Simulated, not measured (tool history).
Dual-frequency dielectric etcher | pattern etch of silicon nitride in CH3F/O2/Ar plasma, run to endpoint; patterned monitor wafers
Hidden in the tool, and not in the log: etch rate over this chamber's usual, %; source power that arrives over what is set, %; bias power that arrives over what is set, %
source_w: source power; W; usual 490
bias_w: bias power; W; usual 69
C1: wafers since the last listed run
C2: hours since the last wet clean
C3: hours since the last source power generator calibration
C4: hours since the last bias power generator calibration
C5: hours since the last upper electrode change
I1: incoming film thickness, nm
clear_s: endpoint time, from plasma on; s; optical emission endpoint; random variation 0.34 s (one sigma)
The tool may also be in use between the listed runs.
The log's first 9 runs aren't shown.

run 10 day=8.267 | source_w=490 bias_w=60 | C1=112 C2=108.8 C3=33.7 C4=109.5 C5=3831.9 | I1=47.67 | clear_s=71.2
run 11 day=9.629 | source_w=490 bias_w=69 | C1=228 C2=141.5 C3=66.4 C4=142.2 C5=3864.6 | I1=48.1 | clear_s=69
run 12 day=10.579 | source_w=490 bias_w=69 | C1=159 C2=164.3 C3=89.2 C4=165 C5=3887.4 | I1=48.35 | clear_s=70.1
run 13 day=13.217 | source_w=410 bias_w=69 | C1=442 C2=227.6 C3=152.5 C4=228.3 C5=3950.7 | I1=47.76 | clear_s=73.2
run 14 day=13.771 | source_w=490 bias_w=69 | C1=92 C2=240.9 C3=165.8 C4=241.6 C5=3964 | I1=48.13 | clear_s=69
-- day=15.246 upper electrode replaced
run 15 day=15.267 | source_w=380 bias_w=69 | C1=83 C2=276.8 C3=201.7 C4=277.5 C5=0.5 | I1=47.65 | clear_s=74.3
run 16 day=15.279 | source_w=490 bias_w=69 | C1=2 C2=277.1 C3=202 C4=277.8 C5=0.8 | I1=47.79 | clear_s=67.6
run 17 day=15.721 | source_w=560 bias_w=69 | C1=74 C2=287.7 C3=212.6 C4=288.4 C5=11.4 | I1=48.35 | clear_s=65.3
run 18 day=16.712 | source_w=540 bias_w=80 | C1=166 C2=311.5 C3=236.4 C4=312.2 C5=35.2 | I1=47.51 | clear_s=63.5
run 19 day=17.354 | source_w=580 bias_w=54 | C1=107 C2=326.9 C3=251.8 C4=327.6 C5=50.6 | I1=47.76 | clear_s=66.3
run 20 day=18 | source_w=420 bias_w=58 | C1=108 C2=342.4 C3=267.3 C4=343.1 C5=66.1 | I1=47.87 | clear_s=74.1
run 21 day=19.038 | source_w=590 bias_w=82 | C1=174 C2=367.3 C3=292.2 C4=368 C5=91 | I1=48.16 | clear_s=61.5
run 22 day=20.038 | source_w=520 bias_w=85 | C1=167 C2=391.3 C3=316.2 C4=392 C5=115 | I1=47.88 | clear_s=63.7
-- day=21.358 wet clean of the chamber
run 23 day=21.846 | source_w=490 bias_w=69 | C1=135 C2=11.7 C3=359.6 C4=435.4 C5=158.4 | I1=48.53 | clear_s=72.2
run 24 day=22.971 | source_w=490 bias_w=53 | C1=188 C2=38.7 C3=386.6 C4=462.4 C5=185.4 | I1=48.58 | clear_s=74.9
run 25 day=24.146 | source_w=490 bias_w=80 | C1=197 C2=66.9 C3=414.8 C4=490.6 C5=213.6 | I1=48.35 | clear_s=69.1
run 26 day=25.129 | source_w=550 bias_w=59 | C1=164 C2=90.5 C3=438.4 C4=514.2 C5=237.2 | I1=47.54 | clear_s=68.7
run 27 day=26.342 | source_w=550 bias_w=77 | C1=203 C2=119.6 C3=467.5 C4=543.3 C5=266.3 | I1=47.6 | clear_s=65.3
run 28 day=27.438 | source_w=490 bias_w=69 | C1=183 C2=145.9 C3=493.8 C4=569.6 C5=292.6 | I1=47.85 | clear_s=70.2
run 29 day=28.2 | source_w=420 bias_w=86 | C1=127 C2=164.2 C3=512.1 C4=587.9 C5=310.9 | I1=48.19 | clear_s=71.6
run 30 day=29.112 | source_w=580 bias_w=82 | C1=153 C2=186.1 C3=534 C4=609.8 C5=332.8 | I1=48.08 | clear_s=63.7
run 31 day=30.458 | source_w=580 bias_w=84 | C1=225 C2=218.4 C3=566.3 C4=642.1 C5=365.1 | I1=48.65 | clear_s=63.7
run 32 day=31.071 | source_w=490 bias_w=69 | C1=102 C2=233.1 C3=581 C4=656.8 C5=379.8 | I1=47.88 | clear_s=69.7
run 33 day=32.058 | source_w=410 bias_w=54 | C1=165 C2=256.8 C3=604.7 C4=680.5 C5=403.5 | I1=47.5 | clear_s=75.9
run 34 day=33.075 | source_w=490 bias_w=83 | C1=170 C2=281.2 C3=629.1 C4=704.9 C5=427.9 | I1=47.39 | clear_s=66.5

Forecast each of these 5 alternatives for the next run:
run A day=33.092 | source_w=490 bias_w=69 | C1=2 C2=281.6 C3=629.5 C4=705.3 C5=428.3 | I1=48.06 | clear_s=?
run B day=33.092 | source_w=490 bias_w=58 | C1=2 C2=281.6 C3=629.5 C4=705.3 C5=428.3 | I1=48.06 | clear_s=?
run C day=33.092 | source_w=490 bias_w=59 | C1=2 C2=281.6 C3=629.5 C4=705.3 C5=428.3 | I1=48.06 | clear_s=?
run D day=33.092 | source_w=370 bias_w=84 | C1=2 C2=281.6 C3=629.5 C4=705.3 C5=428.3 | I1=48.06 | clear_s=?
run E day=33.092 | source_w=440 bias_w=80 | C1=2 C2=281.6 C3=629.5 C4=705.3 C5=428.3 | I1=48.06 | clear_s=?

run=A clear_s=69.9
run=B clear_s=72.1
run=C clear_s=71.9
run=D clear_s=74.6
run=E clear_s=70.7
Without the tool's hidden state the same runs would have given:
run=A clear_s=71.5
run=B clear_s=73.8
run=C clear_s=73.6
run=D clear_s=76.3
run=E clear_s=72.3
